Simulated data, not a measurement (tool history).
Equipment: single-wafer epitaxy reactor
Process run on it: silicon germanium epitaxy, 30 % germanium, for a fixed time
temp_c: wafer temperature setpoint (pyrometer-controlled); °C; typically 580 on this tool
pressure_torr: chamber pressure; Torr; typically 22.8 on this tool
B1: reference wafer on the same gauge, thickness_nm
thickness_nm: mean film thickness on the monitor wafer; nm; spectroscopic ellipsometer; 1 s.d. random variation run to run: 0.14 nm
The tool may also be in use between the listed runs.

{"run": 1, "hour": 0.0, "temp_c": 580, "pressure_torr": 22.8, "B1": 34.873, "thickness_nm": 43.023}
{"run": 2, "hour": 58.8, "temp_c": 580, "pressure_torr": 22.8, "B1": 34.792, "thickness_nm": 42.91}
{"run": 3, "hour": 159.3, "temp_c": 580, "pressure_torr": 22.8, "B1": 34.792, "thickness_nm": 43.022}
{"run": 4, "hour": 217.5, "temp_c": 580, "pressure_torr": 22.8, "B1": 34.807, "thickness_nm": 43.1}
{"run": 5, "hour": 301.7, "temp_c": 580, "pressure_torr": 22.8, "B1": 34.82, "thickness_nm": 42.852}
{"run": 6, "hour": 364.4, "temp_c": 580, "pressure_torr": 22.8, "B1": 34.758, "thickness_nm": 43.104}
{"run": 7, "hour": 465.1, "temp_c": 580, "pressure_torr": 21.1, "B1": 34.822, "thickness_nm": 41.602}
{"run": 8, "hour": 509.1, "temp_c": 580, "pressure_torr": 21.1, "B1": 34.855, "thickness_nm": 41.481}
{"hour": 773.8, "done": "capacitance manometer re-zeroed and calibrated"}
{"run": 9, "hour": 800.6, "temp_c": 580, "pressure_torr": 21.1, "B1": 34.804, "thickness_nm": 41.527}
{"run": 10, "hour": 886.8, "temp_c": 577, "pressure_torr": 26.8, "B1": 34.788, "thickness_nm": 43.469}
{"run": 11, "hour": 932.0, "temp_c": 577, "pressure_torr": 26.8, "B1": 34.857, "thickness_nm": 43.205}
{"run": 12, "hour": 1026.3, "temp_c": 575, "pressure_torr": 18.8, "B1": 34.761, "thickness_nm": 35.936}
{"run": 13, "hour": 1110.6, "temp_c": 575, "pressure_torr": 18.8, "B1": 34.849, "thickness_nm": 35.934}
{"hour": 1135.0, "done": "pyrometer calibrated"}
{"hour": 1156.1, "done": "showerhead replaced"}
{"run": 14, "hour": 1159.8, "temp_c": 580, "pressure_torr": 20.4, "B1": 34.798, "thickness_nm": 40.928}
{"run": 15, "hour": 1196.4, "temp_c": 573, "pressure_torr": 26.7, "B1": 34.826, "thickness_nm": 40.544}
{"run": 16, "hour": 1250.1, "temp_c": 575, "pressure_torr": 24.6, "B1": 34.788, "thickness_nm": 40.395}
{"run": 17, "hour": 1286.2, "temp_c": 589, "pressure_torr": 18.6, "B1": 34.768, "thickness_nm": 46.51}
{"run": 18, "hour": 1334.1, "temp_c": 580, "pressure_torr": 20.8, "B1": 34.816, "thickness_nm": 41.414}
{"run": 19, "hour": 1386.0, "temp_c": 580, "pressure_torr": 22.8, "B1": 34.794, "thickness_nm": 43.096}
{"run": 20, "hour": 1455.5, "temp_c": 580, "pressure_torr": 22.8, "B1": 34.762, "thickness_nm": 42.797}
{"run": 21, "hour": 1531.6, "temp_c": 580, "pressure_torr": 22.8, "B1": 34.798, "thickness_nm": 42.99}
{"run": 22, "hour": 1591.7, "temp_c": 573, "pressure_torr": 24.5, "B1": 34.767, "thickness_nm": 38.576}
{"run": 23, "hour": 1680.7, "temp_c": 580, "pressure_torr": 22.8, "B1": 34.794, "thickness_nm": 42.689}
{"run": 24, "hour": 1718.3, "temp_c": 580, "pressure_torr": 22.8, "B1": 34.798, "thickness_nm": 42.947}
{"hour": 1737.3, "done": "gauge calibrated"}
{"run": 25, "hour": 1783.2, "temp_c": 580, "pressure_torr": 22.8, "B1": 34.829, "thickness_nm": 42.945}
{"run": 26, "hour": 1875.9, "temp_c": 586, "pressure_torr": 21.1, "B1": 34.832, "thickness_nm": 46.312}
{"run": 27, "hour": 1956.5, "temp_c": 572, "pressure_torr": 21.3, "B1": 34.82, "thickness_nm": 35.753}
{"run": 28, "hour": 2064.1, "temp_c": 576, "pressure_torr": 19.3, "B1": 34.821, "thickness_nm": 36.961}
{"run": 29, "hour": 2107.8, "temp_c": 590, "pressure_torr": 19.6, "B1": 34.846, "thickness_nm": 48.46}
{"run": 30, "hour": 2178.9, "temp_c": 580, "pressure_torr": 19.1, "B1": 34.839, "thickness_nm": 39.817}
{"hour": 2332.1, "done": "pyrometer calibrated"}
{"run": 31, "hour": 2332.6, "temp_c": 594, "pressure_torr": 17.7, "B1": 34.785, "thickness_nm": 49.828}
{"run": 32, "hour": 2411.4, "temp_c": 565, "pressure_torr": 18.7, "B1": 34.752, "thickness_nm": 29.561}
{"run": 33, "hour": 2450.8, "temp_c": 589, "pressure_torr": 19.3, "B1": 34.795, "thickness_nm": 47.233}
{"run": 34, "hour": 2540.3, "temp_c": 586, "pressure_torr": 28.3, "B1": 34.869, "thickness_nm": 52.726}
{"run": 35, "hour": 2576.4, "temp_c": 570, "pressure_torr": 26.1, "B1": 34.769, "thickness_nm": 37.479}

Alternative continuations, all from the tool just after run 35; predict every row:
{"run": "A", "hour": 2576.8, "temp_c": 580, "pressure_torr": 22.8, "B1": "?", "thickness_nm": "?"}
{"run": "B", "hour": 2576.8, "temp_c": 584, "pressure_torr": 18.4, "B1": "?", "thickness_nm": "?"}
{"run": "C", "hour": 2576.8, "temp_c": 574, "pressure_torr": 17.2, "B1": "?", "thickness_nm": "?"}
{"run": "D", "hour": 2576.8, "temp_c": 594, "pressure_torr": 22.8, "B1": "?", "thickness_nm": "?"}

run=A B1=34.81 thickness_nm=42.74
run=B B1=34.81 thickness_nm=41.856
run=C B1=34.81 thickness_nm=33.65
run=D B1=34.81 thickness_nm=55.32
With the hidden condition removed and each run's random variation left untouched, the same runs would have given:
run=A thickness_nm=42.74
run=B thickness_nm=41.856
run=C thickness_nm=33.65
run=D thickness_nm=55.32
